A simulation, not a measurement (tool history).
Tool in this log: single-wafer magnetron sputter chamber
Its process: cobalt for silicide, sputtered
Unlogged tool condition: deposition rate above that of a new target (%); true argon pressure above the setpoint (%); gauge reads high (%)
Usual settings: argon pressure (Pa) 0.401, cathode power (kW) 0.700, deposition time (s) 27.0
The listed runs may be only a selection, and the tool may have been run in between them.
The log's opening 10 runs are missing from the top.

run,hour,argon pressure (Pa),cathode power (kW),deposition time (s),wafers since the last listed run,wafers on the sputter target,hours since the last manometer calibration,hours since the magnet pack was replaced,hours since the gauge calibration,"read-back reference wafer on the same gauge, thickness_nm",mean film thickness on the monitor wafer (Å)
11,120.7,0.401,0.700,27.0,123,507,2833.3,31.3,216.1,10.361,93.40
12,133.5,0.401,0.700,27.0,246,754,2846.1,44.1,228.9,10.370,93.77
13,148.6,0.401,0.700,27.0,290,1045,2861.2,59.2,244.0,10.374,95.00
# hour 156.9: gauge calibrated
14,163.9,0.401,0.700,27.0,294,1339,2876.5,74.5,7.0,10.373,93.49
15,177.0,0.401,0.700,23.5,252,1592,2889.6,87.6,20.1,10.351,82.81
16,190.2,0.401,0.700,29.4,254,1846,2902.8,100.8,33.3,10.366,102.97
17,206.4,0.329,0.700,29.4,312,2158,2919.0,117.0,49.5,10.371,104.80
18,221.2,0.401,0.700,27.0,285,2443,2933.8,131.8,64.3,10.363,94.02
# hour 229.9: capacitance manometer re-zeroed and calibrated
19,232.1,0.503,0.850,27.0,55,2499,2.2,142.7,75.2,10.377,111.61
# hour 251.5: sputter target and shields replaced
20,252.0,0.476,0.550,25.2,229,9,22.1,162.6,95.1,10.363,67.67
21,260.7,0.401,0.750,30.2,167,177,30.8,171.3,103.8,10.375,112.63
22,274.8,0.401,0.700,30.7,271,448,44.9,185.4,117.9,10.367,107.36
23,283.1,0.534,0.550,27.0,159,608,53.2,193.7,126.2,10.381,71.17
24,293.8,0.401,0.700,27.0,206,814,63.9,204.4,136.9,10.364,94.37

Predict the results of run 25:
25,307.0,0.338,0.850,22.6,254,1068,77.1,217.6,150.1,?,?

read-back reference wafer on the same gauge, thickness_nm: 10.360
mean film thickness on the monitor wafer (Å): 97.51
Minus the tool's unlogged condition, the same run would have read mean film thickness on the monitor wafer (Å) 97.51.
